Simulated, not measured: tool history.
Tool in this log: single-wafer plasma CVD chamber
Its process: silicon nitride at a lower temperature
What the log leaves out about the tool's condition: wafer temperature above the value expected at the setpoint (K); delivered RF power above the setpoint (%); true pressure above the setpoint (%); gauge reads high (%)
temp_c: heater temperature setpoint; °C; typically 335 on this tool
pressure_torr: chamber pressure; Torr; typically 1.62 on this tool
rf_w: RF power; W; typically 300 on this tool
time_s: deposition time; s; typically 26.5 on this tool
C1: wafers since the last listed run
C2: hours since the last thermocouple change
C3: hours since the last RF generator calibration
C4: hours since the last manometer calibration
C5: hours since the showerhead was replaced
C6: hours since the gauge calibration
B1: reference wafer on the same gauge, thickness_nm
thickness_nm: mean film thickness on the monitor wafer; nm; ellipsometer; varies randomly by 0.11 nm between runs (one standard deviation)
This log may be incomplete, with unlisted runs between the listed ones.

run 1 day=0 | temp_c=335 pressure_torr=1.62 rf_w=300 time_s=26.5 | C1=0 C2=1106.1 C3=1557.4 C4=2298.6 C5=6014 C6=618.3 | B1=26.838 | thickness_nm=26.942
run 2 day=0.717 | temp_c=335 pressure_torr=1.62 rf_w=300 time_s=26.5 | C1=413 C2=1123.3 C3=1574.6 C4=2315.8 C5=6031.2 C6=635.5 | B1=26.843 | thickness_nm=27.043
run 3 day=1.162 | temp_c=335 pressure_torr=1.62 rf_w=300 time_s=26.5 | C1=257 C2=1134 C3=1585.3 C4=2326.5 C5=6041.9 C6=646.2 | B1=26.83 | thickness_nm=26.662
run 4 day=1.742 | temp_c=335 pressure_torr=1.62 rf_w=300 time_s=26.5 | C1=334 C2=1147.9 C3=1599.2 C4=2340.4 C5=6055.8 C6=660.1 | B1=26.826 | thickness_nm=26.948
-- day=2.021 gauge calibrated
run 5 day=2.358 | temp_c=335 pressure_torr=1.62 rf_w=300 time_s=26.5 | C1=355 C2=1162.7 C3=1614 C4=2355.2 C5=6070.6 C6=8.1 | B1=26.817 | thickness_nm=26.908
run 6 day=2.775 | temp_c=335 pressure_torr=1.62 rf_w=300 time_s=26.5 | C1=240 C2=1172.7 C3=1624 C4=2365.2 C5=6080.6 C6=18.1 | B1=26.786 | thickness_nm=26.899
run 7 day=3.133 | temp_c=348 pressure_torr=1.62 rf_w=250 time_s=30.5 | C1=206 C2=1181.3 C3=1632.6 C4=2373.8 C5=6089.2 C6=26.7 | B1=26.797 | thickness_nm=26.309
run 8 day=3.521 | temp_c=335 pressure_torr=1.62 rf_w=300 time_s=26.5 | C1=223 C2=1190.6 C3=1641.9 C4=2383.1 C5=6098.5 C6=36 | B1=26.766 | thickness_nm=26.914
-- day=4.138 thermocouple changed; heater temperature recalibrated
run 9 day=4.158 | temp_c=323 pressure_torr=1.98 rf_w=335 time_s=24.4 | C1=175 C2=0.5 C3=1657.2 C4=2398.4 C5=6113.8 C6=51.3 | B1=26.818 | thickness_nm=28.936
run 10 day=4.358 | temp_c=335 pressure_torr=1.25 rf_w=255 time_s=24.1 | C1=115 C2=5.3 C3=1662 C4=2403.2 C5=6118.6 C6=56.1 | B1=26.791 | thickness_nm=19.471
run 11 day=4.912 | temp_c=335 pressure_torr=1.62 rf_w=300 time_s=26.5 | C1=319 C2=18.6 C3=1675.3 C4=2416.5 C5=6131.9 C6=69.4 | B1=26.787 | thickness_nm=27.021
-- day=6.733 showerhead replaced
run 12 day=6.758 | temp_c=321 pressure_torr=1.95 rf_w=300 time_s=30.2 | C1=872 C2=62.9 C3=1719.6 C4=2460.8 C5=0.6 C6=113.7 | B1=26.816 | thickness_nm=32.643
run 13 day=7.217 | temp_c=335 pressure_torr=1.62 rf_w=345 time_s=27.9 | C1=264 C2=73.9 C3=1730.6 C4=2471.8 C5=11.6 C6=124.7 | B1=26.803 | thickness_nm=31.593
run 14 day=7.712 | temp_c=329 pressure_torr=1.81 rf_w=245 time_s=28.1 | C1=286 C2=85.8 C3=1742.5 C4=2483.7 C5=23.5 C6=136.6 | B1=26.846 | thickness_nm=24.724
run 15 day=8.138 | temp_c=335 pressure_torr=1.62 rf_w=300 time_s=26.5 | C1=245 C2=96 C3=1752.7 C4=2493.9 C5=33.7 C6=146.8 | B1=26.819 | thickness_nm=26.886
run 16 day=8.421 | temp_c=347 pressure_torr=1.45 rf_w=320 time_s=22.8 | C1=163 C2=102.8 C3=1759.5 C4=2500.7 C5=40.5 C6=153.6 | B1=26.76 | thickness_nm=23.329
run 17 day=9.112 | temp_c=335 pressure_torr=1.46 rf_w=300 time_s=24.6 | C1=399 C2=119.4 C3=1776.1 C4=2517.3 C5=57.1 C6=170.2 | B1=26.811 | thickness_nm=24.063
run 18 day=9.846 | temp_c=341 pressure_torr=1.62 rf_w=300 time_s=31.5 | C1=423 C2=137 C3=1793.7 C4=2534.9 C5=74.7 C6=187.8 | B1=26.788 | thickness_nm=31.783
run 19 day=10.262 | temp_c=335 pressure_torr=1.81 rf_w=300 time_s=23.4 | C1=240 C2=147 C3=1803.7 C4=2544.9 C5=84.7 C6=197.8 | B1=26.773 | thickness_nm=24.634
run 20 day=10.583 | temp_c=343 pressure_torr=1.62 rf_w=300 time_s=22.5 | C1=185 C2=154.7 C3=1811.4 C4=2552.6 C5=92.4 C6=205.5 | B1=26.799 | thickness_nm=22.812
run 21 day=10.954 | temp_c=331 pressure_torr=1.23 rf_w=250 time_s=24.2 | C1=213 C2=163.6 C3=1820.3 C4=2561.5 C5=101.3 C6=214.4 | B1=26.803 | thickness_nm=18.896
-- day=11.367 capacitance manometer re-zeroed and calibrated
run 22 day=11.388 | temp_c=323 pressure_torr=1.98 rf_w=335 time_s=24.4 | C1=57 C2=174 C3=1830.7 C4=0.5 C5=111.7 C6=224.8 | B1=26.826 | thickness_nm=28.686
-- day=12.008 RF generator calibrated
run 23 day=12.029 | temp_c=339 pressure_torr=1.3 rf_w=300 time_s=22 | C1=177 C2=189.4 C3=0.5 C4=15.9 C5=127.1 C6=240.2 | B1=26.773 | thickness_nm=21.776
run 24 day=13.838 | temp_c=335 pressure_torr=1.62 rf_w=300 time_s=26.5 | C1=1043 C2=232.8 C3=43.9 C4=59.3 C5=170.5 C6=283.6 | B1=26.811 | thickness_nm=28.006
run 25 day=14.242 | temp_c=341 pressure_torr=1.99 rf_w=300 time_s=26.5 | C1=233 C2=242.5 C3=53.6 C4=69 C5=180.2 C6=293.3 | B1=26.794 | thickness_nm=29.866
run 26 day=14.554 | temp_c=335 pressure_torr=1.62 rf_w=300 time_s=26.5 | C1=180 C2=250 C3=61.1 C4=76.5 C5=187.7 C6=300.8 | B1=26.78 | thickness_nm=28.044
run 27 day=16.304 | temp_c=348 pressure_torr=1.62 rf_w=300 time_s=23.9 | C1=1009 C2=292 C3=103.1 C4=118.5 C5=229.7 C6=342.8 | B1=26.775 | thickness_nm=24.827
run 28 day=16.608 | temp_c=335 pressure_torr=1.62 rf_w=300 time_s=26.5 | C1=175 C2=299.3 C3=110.4 C4=125.8 C5=237 C6=350.1 | B1=26.78 | thickness_nm=27.798
run 29 day=17.221 | temp_c=335 pressure_torr=1.24 rf_w=285 time_s=25 | C1=353 C2=314 C3=125.1 C4=140.5 C5=251.7 C6=364.8 | B1=26.77 | thickness_nm=23.037
run 30 day=17.821 | temp_c=344 pressure_torr=1.62 rf_w=350 time_s=26.5 | C1=346 C2=328.4 C3=139.5 C4=154.9 C5=266.1 C6=379.2 | B1=26.816 | thickness_nm=31.225

Table of differences, measured result less the result of that run with no hidden state. Run-to-run variation is the same in both. Gauge scatter possibly is not:
run=1 thickness_nm=-1.888
run=2 thickness_nm=-1.901
run=3 thickness_nm=-1.878
run=4 thickness_nm=-1.903
run=5 thickness_nm=-1.904
run=6 thickness_nm=-1.907
run=7 thickness_nm=-1.991
run=8 thickness_nm=-1.913
run=9 thickness_nm=-1.973
run=10 thickness_nm=-1.462
run=11 thickness_nm=-1.93
run=12 thickness_nm=-2.347
run=13 thickness_nm=-2.147
run=14 thickness_nm=-1.924
run=15 thickness_nm=-1.941
run=16 thickness_nm=-1.648
run=17 thickness_nm=-1.743
run=18 thickness_nm=-2.307
run=19 thickness_nm=-1.79
run=20 thickness_nm=-1.66
run=21 thickness_nm=-1.467
run=22 thickness_nm=-2.001
run=23 thickness_nm=-0.44
run=24 thickness_nm=-0.69
run=25 thickness_nm=-0.765
run=26 thickness_nm=-0.739
run=27 thickness_nm=-0.754
run=28 thickness_nm=-0.863
run=29 thickness_nm=-0.753
run=30 thickness_nm=-0.982
